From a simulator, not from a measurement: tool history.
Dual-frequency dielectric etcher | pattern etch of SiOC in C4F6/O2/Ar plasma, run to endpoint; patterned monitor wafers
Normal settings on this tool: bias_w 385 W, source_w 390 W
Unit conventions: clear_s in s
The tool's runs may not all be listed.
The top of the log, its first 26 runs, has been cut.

run,day,bias_w,source_w,"incoming incoming film thickness, nm",clear_s
27,28.833,335,390,48.83,22.7
28,30.079,385,480,48.54,20.4
29,31.429,385,340,48.36,23.3
# day 32.712: wet clean of the chamber
30,32.733,335,300,48.63,24.0
31,33.704,328,310,48.51,23.8
32,34.679,457,420,48.38,19.8
33,35.275,385,420,48.94,20.9
34,36.492,385,390,48.75,21.6

Predict each of these 5 candidate next runs independently; none follows another, all start after run 34:
A,36.508,385,440,48.69,?
B,36.508,439,350,48.69,?
C,36.508,424,390,48.69,?
D,36.508,462,390,48.69,?
E,36.508,327,480,48.69,?

run,clear_s
A,20.4
B,21.8
C,21.0
D,20.7
E,20.3
What these runs would have given with no unlogged condition in the tool:
run,clear_s
A,20.2
B,21.6
C,20.8
D,20.5
E,20.1
